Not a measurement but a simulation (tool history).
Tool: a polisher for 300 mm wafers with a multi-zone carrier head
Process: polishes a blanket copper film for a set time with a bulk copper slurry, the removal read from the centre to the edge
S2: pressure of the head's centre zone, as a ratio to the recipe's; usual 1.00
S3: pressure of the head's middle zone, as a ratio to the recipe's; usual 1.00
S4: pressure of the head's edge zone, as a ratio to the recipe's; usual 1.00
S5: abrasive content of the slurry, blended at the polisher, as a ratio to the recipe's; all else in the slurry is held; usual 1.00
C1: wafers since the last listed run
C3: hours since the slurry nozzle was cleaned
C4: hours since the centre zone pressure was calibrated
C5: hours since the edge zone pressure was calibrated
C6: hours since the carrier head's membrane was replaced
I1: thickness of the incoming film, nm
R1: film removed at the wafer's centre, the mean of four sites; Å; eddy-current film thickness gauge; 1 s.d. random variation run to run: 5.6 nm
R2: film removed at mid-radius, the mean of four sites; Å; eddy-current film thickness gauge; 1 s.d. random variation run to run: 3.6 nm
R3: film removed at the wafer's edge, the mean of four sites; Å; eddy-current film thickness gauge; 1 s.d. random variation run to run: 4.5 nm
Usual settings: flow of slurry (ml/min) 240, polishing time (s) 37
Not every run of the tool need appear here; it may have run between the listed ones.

Run 1, hour 0.0: usual settings but S4 0.92, polishing time (s) 42; C1 0; wafers polished on this pad 95; C3 478.5; C4 64.5; C5 175.1; C6 65.7; I1 2602.8. Result: R1 4441 Å, R2 4647 Å, R3 4384 Å.
Run 2, hour 100.5: usual settings; C1 1143; wafers polished on this pad 1238; C3 579.0; C4 165.0; C5 275.6; C6 166.2; I1 2646.0. Result: R1 3972 Å, R2 4031 Å, R3 3959 Å.
Run 3, hour 116.2: usual settings but flow of slurry (ml/min) 185; C1 178; wafers polished on this pad 1417; C3 594.7; C4 180.7; C5 291.3; C6 181.9; I1 2640.0. Result: R1 3790 Å, R2 3863 Å, R3 3840 Å.
At hour 141.8: worn pad replaced by a new one.
Run 4, hour 144.5: usual settings but S2 1.07, S5 0.85, polishing time (s) 26; C1 276; wafers polished on this pad 30; C3 623.0; C4 209.0; C5 319.6; C6 210.2; I1 2657.9. Result: R1 2957 Å, R2 2749 Å, R3 2635 Å.
Run 5, hour 166.2: usual settings but S3 0.96; C1 246; wafers polished on this pad 277; C3 644.7; C4 230.7; C5 341.3; C6 231.9; I1 2623.3. Result: R1 3952 Å, R2 3855 Å, R3 3903 Å.
Run 6, hour 194.2: usual settings but S3 0.96; C1 318; wafers polished on this pad 596; C3 672.7; C4 258.7; C5 369.3; C6 259.9; I1 2653.4. Result: R1 3948 Å, R2 3827 Å, R3 3877 Å.
Run 7, hour 209.2: usual settings but S2 0.94, S3 1.06; C1 170; wafers polished on this pad 767; C3 687.7; C4 273.7; C5 384.3; C6 274.9; I1 2675.0. Result: R1 3643 Å, R2 4130 Å, R3 3823 Å.
Run 8, hour 221.8: usual settings but S3 0.89, S4 1.05; C1 143; wafers polished on this pad 910; C3 700.3; C4 286.3; C5 396.9; C6 287.5; I1 2660.7. Result: R1 3834 Å, R2 3569 Å, R3 3837 Å.
At hour 227.9: edge zone pressure recalibrated.
Run 9, hour 251.9: usual settings; C1 319; wafers polished on this pad 1230; C3 730.4; C4 316.4; C5 24.0; C6 317.6; I1 2629.9. Result: R1 3835 Å, R2 3922 Å, R3 3811 Å.
Run 10, hour 284.2: usual settings but S3 1.05, S5 1.15; C1 367; wafers polished on this pad 1597; C3 762.7; C4 348.7; C5 56.3; C6 349.9; I1 2673.7. Result: R1 3933 Å, R2 4159 Å, R3 3904 Å.
At hour 292.7: worn pad replaced by a new one.
Run 11, hour 299.3: usual settings but polishing time (s) 47; C1 126; wafers polished on this pad 75; C3 777.8; C4 363.8; C5 71.4; C6 365.0; I1 2682.4. Result: R1 4737 Å, R2 5060 Å, R3 4838 Å.
At hour 318.0: slurry nozzle cleaned.
Run 12, hour 331.5: usual settings but flow of slurry (ml/min) 155; C1 355; wafers polished on this pad 430; C3 13.5; C4 396.0; C5 103.6; C6 397.2; I1 2614.0. Result: R1 3765 Å, R2 3904 Å, R3 3900 Å.
Run 13, hour 351.7: usual settings; C1 229; wafers polished on this pad 659; C3 33.7; C4 416.2; C5 123.8; C6 417.4; I1 2593.2. Result: R1 4023 Å, R2 4154 Å, R3 3985 Å.
At hour 358.2: centre zone pressure recalibrated.
Run 14, hour 364.6: usual settings but S2 0.94, S3 1.06; C1 124; wafers polished on this pad 783; C3 46.6; C4 6.4; C5 136.7; C6 430.3; I1 2669.8. Result: R1 3845 Å, R2 4391 Å, R3 4040 Å.
Run 15, hour 379.1: usual settings; C1 164; wafers polished on this pad 948; C3 61.1; C4 20.9; C5 151.2; C6 444.8; I1 2644.2. Result: R1 4134 Å, R2 4082 Å, R3 4012 Å.
Run 16, hour 405.2: usual settings but flow of slurry (ml/min) 195, S2 1.07, S5 1.20, polishing time (s) 49; C1 296; wafers polished on this pad 1245; C3 87.2; C4 47.0; C5 177.3; C6 470.9; I1 2682.1. Result: R1 5773 Å, R2 5549 Å, R3 5303 Å.
Run 17, hour 438.8: usual settings but flow of slurry (ml/min) 310, S3 0.89, S4 1.04, polishing time (s) 27; C1 382; wafers polished on this pad 1628; C3 120.8; C4 80.6; C5 210.9; C6 504.5; I1 2655.3. Result: R1 3035 Å, R2 2825 Å, R3 3048 Å.
Run 18, hour 455.9: usual settings; C1 194; wafers polished on this pad 1822; C3 137.9; C4 97.7; C5 228.0; C6 521.6; I1 2647.5. Result: R1 4067 Å, R2 4169 Å, R3 4008 Å.
At hour 469.9: worn pad replaced by a new one.
Run 19, hour 477.3: usual settings but S2 1.05, S4 0.92; C1 197; wafers polished on this pad 83; C3 159.3; C4 119.1; C5 249.4; C6 543.0; I1 2620.5. Result: R1 4270 Å, R2 4095 Å, R3 3829 Å.
Run 20, hour 497.1: usual settings but S3 1.06, S4 1.07, polishing time (s) 31; C1 225; wafers polished on this pad 309; C3 179.1; C4 138.9; C5 269.2; C6 562.8; I1 2614.1. Result: R1 3368 Å, R2 3685 Å, R3 3443 Å.

Below are 5 alternative next runs, each starting from the tool's condition after run 20. Predict each:
Run A, hour 497.5: usual settings; C1 4; wafers polished on this pad 313; C3 179.5; C4 139.3; C5 269.6; C6 563.2; I1 2613.8. Result: R1 ?, R2 ?, R3 ?.
Run B, hour 497.5: usual settings but S5 0.70; C1 4; wafers polished on this pad 313; C3 179.5; C4 139.3; C5 269.6; C6 563.2; I1 2613.8. Result: R1 ?, R2 ?, R3 ?.
Run C, hour 497.5: usual settings but S2 0.92, S5 1.15, polishing time (s) 50; C1 4; wafers polished on this pad 313; C3 179.5; C4 139.3; C5 269.6; C6 563.2; I1 2613.8. Result: R1 ?, R2 ?, R3 ?.
Run D, hour 497.5: usual settings but polishing time (s) 33; C1 4; wafers polished on this pad 313; C3 179.5; C4 139.3; C5 269.6; C6 563.2; I1 2613.8. Result: R1 ?, R2 ?, R3 ?.
Run E, hour 497.5: usual settings but S2 0.92, S4 0.96, polishing time (s) 50; C1 4; wafers polished on this pad 313; C3 179.5; C4 139.3; C5 269.6; C6 563.2; I1 2613.8. Result: R1 ?, R2 ?, R3 ?.

run    R1    R2    R3
  A  4145  4104  4024
  B  3916  3877  3802
  C  5275  5683  5571
  D  3697  3660  3589
  E  5149  5548  5355
Without the tool's unlogged condition, the same runs would have read:
run    R1    R2    R3
  A  4156  4114  4032
  B  3926  3887  3809
  C  5290  5697  5581
  D  3707  3669  3596
  E  5164  5562  5365
